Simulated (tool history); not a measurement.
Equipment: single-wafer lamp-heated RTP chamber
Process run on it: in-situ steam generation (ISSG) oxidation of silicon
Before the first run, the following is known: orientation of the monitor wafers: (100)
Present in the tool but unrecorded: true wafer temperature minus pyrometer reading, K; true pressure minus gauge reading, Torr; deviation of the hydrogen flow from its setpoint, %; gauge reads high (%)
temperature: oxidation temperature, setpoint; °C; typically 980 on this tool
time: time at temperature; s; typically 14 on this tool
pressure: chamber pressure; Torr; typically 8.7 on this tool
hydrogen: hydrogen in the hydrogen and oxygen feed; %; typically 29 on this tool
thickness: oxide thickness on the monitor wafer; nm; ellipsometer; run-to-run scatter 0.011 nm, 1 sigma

run	hour	temperature	time	pressure	hydrogen	wafers since the last listed run	wafers since the last pyrometer calibration	hours since the pressure gauge was zeroed	hours since the hydrogen flow controller was replaced	hours since the gauge calibration	read-back reference wafer on the same gauge, thickness	thickness
1	0	980	14	8.7	32	0	5604	3472.7	4595.6	145.4	4.851	4.791
2	16.3	980	17	8.7	25	120	5725	3489	4611.9	161.7	4.849	4.851
3	23.8	986	14	7.8	29	55	5781	3496.5	4619.4	169.2	4.851	4.794
4	40.4	992	12	8.7	29	123	5904	3513.1	4636	185.8	4.849	4.567
5	49	992	12	8.7	29	63	5968	3521.7	4644.6	194.4	4.851	4.559
6	55.7	992	12	8.7	29	49	6018	3528.4	4651.3	201.1	4.851	4.555
7	62.7	980	14	8.7	29	51	6070	3535.4	4658.3	208.1	4.848	4.66
8	72.4	980	14	7.8	29	71	6142	3545.1	4668	217.8	4.851	4.697
9	78.6	980	14	7.8	29	46	6188	3551.3	4674.2	224	4.85	4.709
10	90.7	980	14	8.2	29	89	6277	3563.4	4686.3	236.1	4.852	4.696
11	99.5	980	14	8.2	29	65	6343	3572.2	4695.1	244.9	4.851	4.696
# hour 110.5: hydrogen flow controller replaced
# hour 112.4: pressure gauge zeroed
12	112.9	980	14	8.2	29	26	6369	0.5	2.4	258.3	4.85	4.695
13	119.6	965	14	8.7	32	49	6419	7.2	9.1	265	4.85	4.582
14	132	966	14	8.7	32	92	6511	19.6	21.5	277.4	4.853	4.595
# hour 135.5: gauge calibrated
15	138.6	980	14	9.3	29	48	6560	26.2	28.1	3.1	4.848	4.622
16	153.8	980	16	8.7	32	112	6673	41.4	43.3	18.3	4.849	5.059
17	169.7	997	9	10.1	32	118	6791	57.3	59.2	34.2	4.85	4.101
18	178.4	970	11	8.7	19	64	6855	66	67.9	42.9	4.853	3.72
19	192.8	980	14	8.7	29	106	6962	80.4	82.3	57.3	4.849	4.664
20	205	980	14	8.7	29	90	7053	92.6	94.5	69.5	4.851	4.663
# hour 216.7: pyrometer window cleaned and pyrometer calibrated
21	217.2	980	14	8.7	29	31	3	104.8	106.7	81.7	4.85	4.656
22	227.4	991	14	7.5	29	75	79	115	116.9	91.9	4.851	4.903
23	243.6	980	12	9.3	29	120	199	131.2	133.1	108.1	4.853	4.359
24	276	967	14	10.2	32	240	440	163.6	165.5	140.5	4.85	4.439
25	287.8	980	14	8.7	29	87	527	175.4	177.3	152.3	4.851	4.659
26	302.7	980	19	7.8	29	110	638	190.3	192.2	167.2	4.851	5.324
27	314.3	980	8	8.7	29	86	724	201.9	203.8	178.8	4.851	3.74
28	328.3	980	15	8.7	21	103	828	215.9	217.8	192.8	4.85	4.43
29	334.9	988	11	7.4	26	48	877	222.5	224.4	199.4	4.846	4.271
30	349.2	964	15	8.7	21	106	983	236.8	238.7	213.7	4.851	4.217
31	374.1	994	18	9.6	21	184	1168	261.7	263.6	238.6	4.853	4.984

Hidden condition of the tool, last listed run before each entry between runs versus first listed run after:
Runs 11 to 12: hydrogen flow controller replaced (hour 110.5); pressure gauge zeroed (hour 112.4)
  the hidden state is the same at both runs
Runs 14 to 15: gauge calibrated (hour 135.5)
  the hidden state is the same at both runs
Runs 20 to 21: pyrometer window cleaned and pyrometer calibrated (hour 216.7)
  the hidden state is the same at both runs
